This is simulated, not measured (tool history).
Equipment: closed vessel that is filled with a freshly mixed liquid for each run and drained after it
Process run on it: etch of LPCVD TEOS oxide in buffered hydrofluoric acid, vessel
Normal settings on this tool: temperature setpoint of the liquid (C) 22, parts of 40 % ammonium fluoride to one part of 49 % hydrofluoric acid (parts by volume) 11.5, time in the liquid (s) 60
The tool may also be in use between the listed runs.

run,hour,temperature setpoint of the liquid (C),parts of 40 % ammonium fluoride to one part of 49 % hydrofluoric acid (parts by volume),time in the liquid (s),wafers since the last listed run,hours since the thermometer was replaced,hours since the hydrofluoric acid flow meter was replaced,hours since the gauge calibration,"read-back film thickness of the LPCVD TEOS oxide reference wafer, read on the same gauge (nm)",thickness taken off the LPCVD TEOS oxide on a monitor wafer (Å)
1,0,22,13.5,60,0,406.8,459.1,2020.2,109.98,834
2,51.4,22,13.5,60,4301,458.2,510.5,2071.6,109.98,825.7
3,134,22,13.5,60,6913,540.8,593.1,2154.2,110,831
4,208.1,19,11.5,60,6201,614.9,667.2,2228.3,109.97,810.4
5,245.6,19,11.5,60,3138,652.4,704.7,2265.8,110.04,796.5
6,284,19,11.5,60,3213,690.8,743.1,2304.2,110.01,816.5
7,383.1,22,11.5,60,8294,789.9,842.2,2403.3,110,961.4
8,468.1,22,11.5,60,7114,874.9,927.2,2488.3,109.96,967.4
9,532.2,22,11.5,60,5364,939,991.3,2552.4,110.01,942.5
# hour 582.8: gauge calibrated
10,633.4,22,13.5,50,8469,1040.2,1092.5,50.6,110.01,668.1
11,710.2,22,11.5,60,6427,1117,1169.3,127.4,109.98,947.1
12,789.8,22,11.5,80,6662,1196.6,1248.9,207,110.04,1247.3
13,879,22,11.5,80,7465,1285.8,1338.1,296.2,110,1264.3
14,920.2,22,11.5,60,3448,1327,1379.3,337.4,110.02,945.1
15,980.2,24.5,13.5,45,5021,1387,1439.3,397.4,110.01,691
# hour 1009.8: thermometer replaced
16,1054.5,22,11.5,70,6134,44.7,1513.6,471.7,109.99,1097.9
17,1107.6,19,13,45,4444,97.8,1566.7,524.8,110.04,532.1
# hour 1138.2: hydrofluoric acid flow meter replaced
18,1180.8,22,11.5,60,6042,171,42.6,598,109.99,896.5
19,1328.2,22,11.5,60,12336,318.4,190,745.4,109.99,899.8
20,1418.5,25.5,10.5,90,7557,408.7,280.3,835.7,110.02,1780.4
21,1465.5,22,11.5,60,3933,455.7,327.3,882.7,109.93,888.4
22,1524.8,26.5,11.5,75,4963,515,386.6,942,110,1419.9
23,1574.5,22,11.5,60,4159,564.7,436.3,991.7,109.99,876.8
# hour 1611.5: hydrofluoric acid flow meter replaced, repeated, since the last time left the tool worse
24,1680.8,24.5,11.5,60,8813,671,69.3,1098,110.03,1114.4
25,1732.1,18,14,90,4293,722.3,120.6,1149.3,109.99,971.8
26,1799.7,22,10.5,60,5657,789.9,188.2,1216.9,109.97,1062
27,1861,22,14.5,60,5130,851.2,249.5,1278.2,110.04,762
28,1931.6,17.5,10,80,5908,921.8,320.1,1348.8,110.02,1147.1
29,2020.4,22,11.5,60,7432,1010.6,408.9,1437.6,109.98,960.2
30,2071.8,20.5,13,95,4301,1062,460.3,1489,110,1245.6
31,2125.7,22,11.5,60,4511,1115.9,514.2,1542.9,110,961
32,2185.5,22,11.5,60,5004,1175.7,574,1602.7,110.05,966

Branching from run 32: 5 alternative next runs. What would each branch give?
A,2186.2,22,11.5,60,58,1176.4,574.7,1603.4,?,?
B,2186.2,22,15.5,30,58,1176.4,574.7,1603.4,?,?
C,2186.2,25.5,9,70,58,1176.4,574.7,1603.4,?,?
D,2186.2,22,12.5,80,58,1176.4,574.7,1603.4,?,?
E,2186.2,22,11.5,45,58,1176.4,574.7,1603.4,?,?

run,"read-back film thickness of the LPCVD TEOS oxide reference wafer, read on the same gauge (nm)",thickness taken off the LPCVD TEOS oxide on a monitor wafer (Å)
A,110.02,970.5
B,110.02,362.1
C,110.02,1692.3
D,110.02,1192.6
E,110.02,727.9
With the hidden condition removed and each run's random variation left untouched, the same runs would have given:
run,thickness taken off the LPCVD TEOS oxide on a monitor wafer (Å)
A,993.4
B,370.7
C,1717.9
D,1220.8
E,745.1
